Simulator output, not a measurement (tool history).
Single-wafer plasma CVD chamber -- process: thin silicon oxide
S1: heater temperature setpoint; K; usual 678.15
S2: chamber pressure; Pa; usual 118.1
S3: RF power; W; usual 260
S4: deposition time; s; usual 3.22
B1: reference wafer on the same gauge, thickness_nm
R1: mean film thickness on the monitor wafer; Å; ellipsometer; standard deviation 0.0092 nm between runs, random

run,hour,S1,S2,S3,S4,B1,R1
1,0,668.15,118.1,260,3.22,6.581,58.87
# hour 0.1: gauge calibrated
2,7.4,678.15,118.1,260,3.22,6.579,58.55
3,19.4,678.15,130.1,260,3.22,6.58,62.9
4,37.3,678.15,130.1,260,3.22,6.579,63.04
5,55.2,678.15,130.1,260,3.22,6.58,62.9
# hour 65.8: RF generator calibrated
6,67,678.15,118.1,260,3.22,6.582,61.3
7,73.1,678.15,118.1,260,3.22,6.579,61.29
8,85,678.15,118.1,260,3.22,6.58,61.43
9,92.3,678.15,118.1,285,3.22,6.579,64.07
10,102.8,687.15,118.1,260,3.22,6.58,60.71
# hour 116.2: showerhead replaced
11,120.1,687.15,118.1,260,3.22,6.58,60.59
# hour 135: gauge calibrated
# hour 135.9: thermocouple changed; heater temperature recalibrated
# hour 141.5: capacitance manometer re-zeroed and calibrated
12,142,678.15,118.1,245,2.76,6.579,50.54

Run 13 has not been measured yet. What should we expect?
13,144.2,678.15,97.9,260,2.81,?,?

B1: 6.58
R1: 45.77 Å
The same run, on a tool lacking any hidden state, would have yielded R1 46.1 Å.

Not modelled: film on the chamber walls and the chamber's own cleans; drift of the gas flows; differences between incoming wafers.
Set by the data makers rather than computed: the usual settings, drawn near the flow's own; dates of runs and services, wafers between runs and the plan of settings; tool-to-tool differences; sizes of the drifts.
